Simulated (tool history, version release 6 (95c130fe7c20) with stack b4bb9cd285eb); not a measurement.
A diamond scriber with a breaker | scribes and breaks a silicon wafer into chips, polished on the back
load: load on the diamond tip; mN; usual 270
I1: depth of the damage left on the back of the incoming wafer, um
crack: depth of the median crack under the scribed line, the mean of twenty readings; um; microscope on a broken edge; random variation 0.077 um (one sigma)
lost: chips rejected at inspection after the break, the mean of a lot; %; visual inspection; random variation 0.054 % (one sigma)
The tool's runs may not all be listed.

Run 1, hour 0: usual settings; I1 0.01. Result: crack 6.88 um, lost 4.19 %.
Run 2, hour 8.2: usual settings; I1 0.02. Result: crack 6.87 um, lost 4.41 %.
Run 3, hour 20.6: usual settings; I1 0.03. Result: crack 6.82 um, lost 4.65 %.
Run 4, hour 29: usual settings; I1 0.05. Result: crack 6.78 um, lost 4.66 %.
Run 5, hour 40.9: usual settings; I1 0.04. Result: crack 6.8 um, lost 4.5 %.
Run 6, hour 50.3: usual settings but load 222 mN; I1 0.04. Result: crack 6.15 um, lost 8.79 %.
Run 7, hour 63: usual settings but load 222 mN; I1 0.02. Result: crack 6.15 um, lost 9.15 %.
Run 8, hour 76.5: usual settings but load 222 mN; I1 0.03. Result: crack 6.15 um, lost 10.12 %.
Run 9, hour 83.7: usual settings but load 207 mN; I1 0.04. Result: crack 5.82 um, lost 10.82 %.
At hour 87.4: diamond tip replaced by a new one, of another model than before.
Run 10, hour 90.2: usual settings; I1 0.03. Result: crack 8.15 um, lost 0.89 %.
Run 11, hour 103.5: usual settings but load 333 mN; I1 0.02. Result: crack 8.82 um, lost 1.03 %.
Run 12, hour 138.1: usual settings; I1 0.03. Result: crack 7.97 um, lost 1.04 %.

Forecast run 13:
Run 13, hour 154.7: usual settings but load 243 mN; I1 0.02. Result: crack ?, lost ?.

{"run 13": {"crack": 7.6, "lost": 1.86}}
Without the tool's hidden state the same run would have given crack 8.14 um, lost 1.01 %.
